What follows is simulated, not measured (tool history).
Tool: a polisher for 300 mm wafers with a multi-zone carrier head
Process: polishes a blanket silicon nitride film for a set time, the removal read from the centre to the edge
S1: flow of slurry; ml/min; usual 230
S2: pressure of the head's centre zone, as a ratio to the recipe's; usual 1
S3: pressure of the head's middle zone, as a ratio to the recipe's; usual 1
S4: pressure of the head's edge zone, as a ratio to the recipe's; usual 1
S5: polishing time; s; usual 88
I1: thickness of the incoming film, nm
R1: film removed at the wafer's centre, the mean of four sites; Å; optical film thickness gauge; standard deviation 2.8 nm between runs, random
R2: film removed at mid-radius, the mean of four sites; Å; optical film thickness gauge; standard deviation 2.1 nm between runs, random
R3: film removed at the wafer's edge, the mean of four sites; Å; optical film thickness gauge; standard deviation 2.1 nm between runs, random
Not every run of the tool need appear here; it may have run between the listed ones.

| run | day | S1 | S2 | S3 | S4 | S5 | I1 | R1 | R2 | R3 |
|---|---|---|---|---|---|---|---|---|---|---|
| 1 | 0 | 230 | 1 | 1 | 1 | 88 | 826.5 | 1982 | 2082 | 2075 |
| 2 | 0.871 | 230 | 1 | 1 | 1 | 88 | 843.6 | 1989 | 2030 | 2101 |
|  | 1.779 | worn pad replaced by a new one |
| 3 | 1.8 | 230 | 1 | 1 | 1 | 88 | 854.1 | 2029 | 2041 | 2086 |
| 4 | 2.217 | 230 | 1 | 1 | 1 | 105 | 854.8 | 2387 | 2427 | 2500 |
| 5 | 3.412 | 230 | 1 | 1 | 1 | 105 | 841.3 | 2374 | 2372 | 2459 |
| 6 | 3.921 | 230 | 1 | 1 | 1 | 88 | 840.9 | 2036 | 1995 | 2062 |
| 7 | 5.104 | 230 | 1 | 1 | 1 | 68 | 836.7 | 1532 | 1553 | 1592 |
| 8 | 5.679 | 230 | 1 | 1 | 1 | 68 | 849.1 | 1543 | 1537 | 1588 |
| 9 | 6.379 | 230 | 1 | 1 | 1 | 103 | 845.5 | 2319 | 2335 | 2363 |
|  | 6.612 | worn pad replaced by a new one |
| 10 | 7.2 | 230 | 1 | 1.09 | 0.89 | 88 | 823.3 | 1910 | 2134 | 1936 |
| 11 | 8.046 | 230 | 1 | 1 | 1 | 88 | 839 | 1923 | 1975 | 2003 |
| 12 | 8.704 | 230 | 1 | 1 | 1 | 73 | 846 | 1628 | 1654 | 1693 |
| 13 | 9.362 | 230 | 1 | 1 | 1 | 88 | 852.8 | 1900 | 1957 | 2002 |
|  | 9.438 | slurry nozzle cleaned |
|  | 10.092 | carrier head's membrane replaced by a new one |
| 14 | 10.338 | 185 | 0.96 | 1 | 1.06 | 88 | 830.5 | 1966 | 2071 | 2073 |
|  | 10.867 | edge zone pressure recalibrated |
| 15 | 11.45 | 230 | 1 | 1 | 1 | 88 | 835.3 | 2085 | 2113 | 2118 |
|  | 11.829 | worn pad replaced by a new one |
|  | 13.862 | centre zone pressure recalibrated |
| 16 | 15.925 | 230 | 1.05 | 1.06 | 1 | 74 | 837.6 | 1799 | 1813 | 1791 |
|  | 16.721 | worn pad replaced by a new one |
| 17 | 17.95 | 230 | 1 | 1 | 0.96 | 88 | 855.6 | 2052 | 2046 | 2074 |

Subtracting, for every run, the result it would have given without the tool's unlogged condition from the measured result gives the following. The same run-to-run variation enters both numbers; the gauge's scatter may not:
The hidden state here: removal rate lost through wear of the pad, %; slurry flow missing at the pad, %; deviation of the centre zone's pressure from its setpoint, %; deviation of the edge zone's pressure from its setpoint, %.
| run | R1 | R2 | R3 |
|---|---|---|---|
| 1 | -94 | -88 | -64 |
| 2 | -101 | -93 | -71 |
| 3 | -112 | -100 | -75 |
| 4 | -137 | -124 | -94 |
| 5 | -149 | -133 | -101 |
| 6 | -133 | -116 | -87 |
| 7 | -110 | -99 | -74 |
| 8 | -115 | -102 | -76 |
| 9 | -182 | -163 | -120 |
| 10 | -159 | -158 | -104 |
| 11 | -170 | -155 | -114 |
| 12 | -151 | -137 | -101 |
| 13 | -185 | -169 | -125 |
| 14 | -28 | -27 | -20 |
| 15 | -31 | -29 | -21 |
| 16 | -51 | -46 | -34 |
| 17 | -73 | -65 | -49 |
